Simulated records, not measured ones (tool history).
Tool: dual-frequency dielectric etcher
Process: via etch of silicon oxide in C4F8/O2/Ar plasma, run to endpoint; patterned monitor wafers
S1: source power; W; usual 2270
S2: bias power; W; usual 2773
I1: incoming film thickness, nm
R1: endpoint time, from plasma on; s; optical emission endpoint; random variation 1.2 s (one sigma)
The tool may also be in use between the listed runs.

run	hour	S1	S2	I1	R1
1	0.0	2490	2773	1931.8	343.2
2	71.4	2270	2773	1911.6	346.9
# hour 161.3: wet clean of the chamber
3	173.9	2270	2773	1907.1	354.5
4	267.7	2270	2773	1917.4	354.4
5	375.7	2270	2549	1932.2	364.3
6	423.2	2270	2549	1936.9	363.7
7	477.7	2270	2549	1919.3	357.8
# hour 518.8: source power generator calibrated
8	543.0	1850	2359	1934.3	398.3
9	622.0	1850	2359	1901.8	385.7
# hour 682.6: wet clean of the chamber
10	683.1	1850	2359	1917.0	401.3
11	709.4	2270	2381	1918.1	371.9
12	764.6	2270	2381	1927.8	371.9
# hour 823.8: bias power generator calibrated
13	832.5	2270	3141	1917.8	341.1
14	902.0	1930	3462	1915.1	346.2
15	980.7	2270	2773	1927.0	350.3
# hour 1008.2: upper electrode replaced, of another model than before
16	1085.0	1970	2384	1903.2	381.6
# hour 1171.0: wet clean of the chamber
17	1176.6	2270	2773	1948.4	365.3
18	1239.6	2450	2436	1910.6	353.4
19	1314.4	2000	3106	1917.1	368.0
20	1372.5	2700	3342	1921.1	313.9
21	1416.1	2070	3427	1919.2	350.5
22	1499.9	2740	2342	1912.0	334.1
23	1553.4	2450	3447	1927.0	324.6
24	1595.2	2490	2497	1895.2	341.5

4 ways to go on from here, each from the tool as it stands after run 24. What would each give?
A	1595.7	2270	2383	1921.8	?
B	1595.7	2270	2263	1921.8	?
C	1595.7	2420	2298	1921.8	?
D	1595.7	2700	3288	1921.8	?

run	R1
A	363.2
B	367.3
C	355.9
D	312.7
Without the tool's hidden state the same runs would have given:
run	R1
A	370.2
B	374.3
C	362.7
D	318.7

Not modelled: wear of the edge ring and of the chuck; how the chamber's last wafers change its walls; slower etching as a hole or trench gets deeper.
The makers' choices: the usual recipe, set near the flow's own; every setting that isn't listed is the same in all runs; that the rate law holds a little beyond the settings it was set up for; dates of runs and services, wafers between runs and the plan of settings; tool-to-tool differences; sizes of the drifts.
